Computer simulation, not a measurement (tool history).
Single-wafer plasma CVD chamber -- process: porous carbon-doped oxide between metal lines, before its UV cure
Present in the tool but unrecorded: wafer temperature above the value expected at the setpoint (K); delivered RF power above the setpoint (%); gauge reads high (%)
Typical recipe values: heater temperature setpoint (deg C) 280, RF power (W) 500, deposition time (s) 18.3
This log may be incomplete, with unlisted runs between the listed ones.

run,hour,heater temperature setpoint (deg C),RF power (W),deposition time (s),wafers since the last listed run,hours since the last thermocouple change,hours since the last RF generator calibration,hours since the showerhead was replaced,hours since the gauge calibration,"read-back reference wafer on the same gauge, thickness_nm",mean film thickness on the monitor wafer (Å)
1,0.0,280,500,18.3,0,794.8,690.6,5551.3,137.9,111.973,1023.19
2,44.7,291,500,20.8,1507,839.5,735.3,5596.0,182.6,111.982,1061.58
3,89.0,291,500,20.8,1494,883.8,779.6,5640.3,226.9,111.945,1065.75
4,114.7,280,560,18.3,866,909.5,805.3,5666.0,252.6,112.132,1120.30
5,186.5,280,560,18.3,2421,981.3,877.1,5737.8,324.4,112.118,1115.61
6,221.8,280,500,18.3,1190,1016.6,912.4,5773.1,359.7,111.996,1019.24
7,284.0,276,500,18.3,2098,1078.8,974.6,5835.3,421.9,111.963,1039.24
8,326.9,276,500,18.3,1447,1121.7,1017.5,5878.2,464.8,112.102,1055.61
9,389.6,280,500,21.2,2114,1184.4,1080.2,5940.9,527.5,112.003,1170.64
# hour 402.4: gauge calibrated
10,417.6,289,500,18.3,944,1212.4,1108.2,5968.9,15.2,112.095,948.30
11,453.0,280,585,18.3,1194,1247.8,1143.6,6004.3,50.6,111.973,1157.63
12,522.8,285,420,21.4,2354,1317.6,1213.4,6074.1,120.4,112.155,950.50
13,566.9,290,500,19.6,1487,1361.7,1257.5,6118.2,164.5,111.870,1001.34
# hour 620.2: thermocouple changed; heater temperature recalibrated
14,637.4,288,525,21.4,2108,17.2,1328.0,6188.7,235.0,111.944,1120.83
# hour 657.4: showerhead replaced
# hour 666.2: RF generator calibrated
15,700.2,293,500,18.3,1578,80.0,34.0,42.8,297.8,112.003,953.92
16,755.8,280,500,18.3,1875,135.6,89.6,98.4,353.4,111.900,1039.49
17,780.3,266,580,19.3,826,160.1,114.1,122.9,377.9,111.999,1380.71
18,818.4,280,500,18.3,1285,198.2,152.2,161.0,416.0,112.190,1039.07
# hour 836.4: gauge calibrated
19,878.9,273,425,18.3,2040,258.7,212.7,221.5,42.5,111.924,938.78

Branching from run 19: 4 alternative next runs. What would each branch give?
A,879.3,280,500,18.3,13,259.1,213.1,221.9,42.9,?,?
B,879.3,280,475,18.3,13,259.1,213.1,221.9,42.9,?,?
C,879.3,280,455,20.6,13,259.1,213.1,221.9,42.9,?,?
D,879.3,270,500,15.8,13,259.1,213.1,221.9,42.9,?,?

run,"read-back reference wafer on the same gauge, thickness_nm",mean film thickness on the monitor wafer (Å)
A,112.070,1038.60
B,112.070,993.90
C,112.070,1067.77
D,112.070,971.88
The same runs, with their run-to-run variation unchanged, on a tool lacking any hidden condition would have given:
run,mean film thickness on the monitor wafer (Å)
A,1038.21
B,993.95
C,1071.19
D,970.48
